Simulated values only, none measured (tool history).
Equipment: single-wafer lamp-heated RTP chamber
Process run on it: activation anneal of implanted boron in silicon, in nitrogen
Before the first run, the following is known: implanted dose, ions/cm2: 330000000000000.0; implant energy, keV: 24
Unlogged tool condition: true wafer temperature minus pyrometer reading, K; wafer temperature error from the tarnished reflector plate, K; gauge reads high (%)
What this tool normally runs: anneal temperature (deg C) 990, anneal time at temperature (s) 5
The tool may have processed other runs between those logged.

| run | hour | anneal temperature (deg C) | anneal time at temperature (s) | wafers since the last listed run | wafers since the last pyrometer calibration | wafers since the reflector plate was cleaned | hours since the gauge calibration | read-back reference wafer on the same gauge, sheet resistance | sheet resistance of the implanted and annealed layer (ohm/square) |
|---|---|---|---|---|---|---|---|---|---|
| 1 | 0 | 990 | 5 | 0 | 4106 | 643 | 638.6 | 282.08 | 332.25 |
|  | 8.8 | pyrometer window cleaned and pyrometer calibrated |
| 2 | 28.7 | 990 | 5 | 377 | 361 | 1020 | 667.3 | 282.34 | 332.03 |
| 3 | 80.3 | 990 | 5 | 940 | 1302 | 1961 | 718.9 | 281.74 | 328.78 |
| 4 | 122 | 990 | 5 | 760 | 2062 | 2721 | 760.6 | 281.79 | 328.56 |
| 5 | 188.2 | 990 | 5 | 1206 | 3269 | 3927 | 826.8 | 281.51 | 330.53 |
| 6 | 235.2 | 990 | 5 | 856 | 4125 | 4784 | 873.8 | 281.55 | 329.8 |
|  | 245 | pyrometer window cleaned and pyrometer calibrated |
| 7 | 284.6 | 990 | 5 | 754 | 721 | 5539 | 923.2 | 281.32 | 330.36 |
| 8 | 319.6 | 990 | 5 | 637 | 1359 | 6177 | 958.2 | 282.19 | 329.31 |
| 9 | 361.7 | 990 | 5 | 767 | 2126 | 6944 | 1000.3 | 282.48 | 328.15 |
|  | 416.4 | reflector plate cleaned |
| 10 | 426.2 | 990 | 5 | 1029 | 3156 | 178 | 1064.8 | 281.85 | 327.75 |
| 11 | 473.4 | 1003 | 5 | 860 | 4016 | 1038 | 1112 | 282.02 | 319.5 |
|  | 488.5 | pyrometer window cleaned and pyrometer calibrated |
| 12 | 522.5 | 1003 | 5 | 749 | 620 | 1787 | 1161.1 | 281.87 | 318.79 |
|  | 546.8 | gauge calibrated |
| 13 | 547 | 1003 | 5 | 446 | 1066 | 2234 | 0.2 | 281.48 | 320.49 |
| 14 | 617.1 | 970 | 4 | 1277 | 2344 | 3511 | 70.3 | 282.37 | 358.58 |
| 15 | 674.4 | 1019 | 3 | 1044 | 3389 | 4556 | 127.6 | 282.09 | 313.89 |
| 16 | 708.5 | 974 | 5 | 621 | 4010 | 5178 | 161.7 | 281.72 | 349.05 |
|  | 746.4 | pyrometer window cleaned and pyrometer calibrated |
| 17 | 746.9 | 990 | 8 | 554 | 8 | 5732 | 200.1 | 281.75 | 328 |
| 18 | 803.9 | 966 | 3 | 1038 | 1047 | 6771 | 257.1 | 281.95 | 365.02 |
|  | 908.3 | reflector plate cleaned |
| 19 | 908.8 | 960 | 7 | 1766 | 2813 | 9 | 362 | 282.37 | 381.91 |
| 20 | 967.7 | 990 | 5 | 1073 | 3887 | 1083 | 420.9 | 282.18 | 330.07 |
|  | 1012.4 | pyrometer window cleaned and pyrometer calibrated |
| 21 | 1034.1 | 990 | 5 | 1064 | 395 | 2147 | 487.3 | 281.91 | 329.01 |
| 22 | 1063.1 | 990 | 5 | 528 | 923 | 2676 | 516.3 | 282.33 | 330.09 |
| 23 | 1111.1 | 966 | 7 | 874 | 1798 | 3551 | 564.3 | 282.24 | 364.41 |
| 24 | 1179.1 | 1008 | 5 | 1239 | 3038 | 4790 | 632.3 | 281.7 | 318.42 |
| 25 | 1207.4 | 990 | 3 | 515 | 3554 | 5306 | 660.6 | 281.85 | 332.36 |
| 26 | 1259.4 | 966 | 8 | 947 | 4501 | 6254 | 712.6 | 281.84 | 363.82 |
|  | 1288.7 | pyrometer window cleaned and pyrometer calibrated |
| 27 | 1289.2 | 970 | 7 | 397 | 8 | 6651 | 742.4 | 281.42 | 357.7 |

Alternative continuations, all from the tool just after run 27; predict every row:
| A | 1289.6 | 990 | 7 | 7 | 16 | 6659 | 742.8 | ? | ? |
| B | 1289.6 | 962 | 3 | 7 | 16 | 6659 | 742.8 | ? | ? |
| C | 1289.6 | 963 | 3 | 7 | 16 | 6659 | 742.8 | ? | ? |
| D | 1289.6 | 979 | 5 | 7 | 16 | 6659 | 742.8 | ? | ? |
| E | 1289.6 | 973 | 5 | 7 | 16 | 6659 | 742.8 | ? | ? |

| run | read-back reference wafer on the same gauge, sheet resistance | sheet resistance of the implanted and annealed layer (ohm/square) |
|---|---|---|
| A | 281.77 | 329.96 |
| B | 281.77 | 373.42 |
| C | 281.77 | 371.49 |
| D | 281.77 | 345.6 |
| E | 281.77 | 355.61 |
With no hidden state in the tool, these same runs would have given:
| run | sheet resistance of the implanted and annealed layer (ohm/square) |
|---|---|
| A | 329.96 |
| B | 373.42 |
| C | 371.49 |
| D | 345.6 |
| E | 355.61 |

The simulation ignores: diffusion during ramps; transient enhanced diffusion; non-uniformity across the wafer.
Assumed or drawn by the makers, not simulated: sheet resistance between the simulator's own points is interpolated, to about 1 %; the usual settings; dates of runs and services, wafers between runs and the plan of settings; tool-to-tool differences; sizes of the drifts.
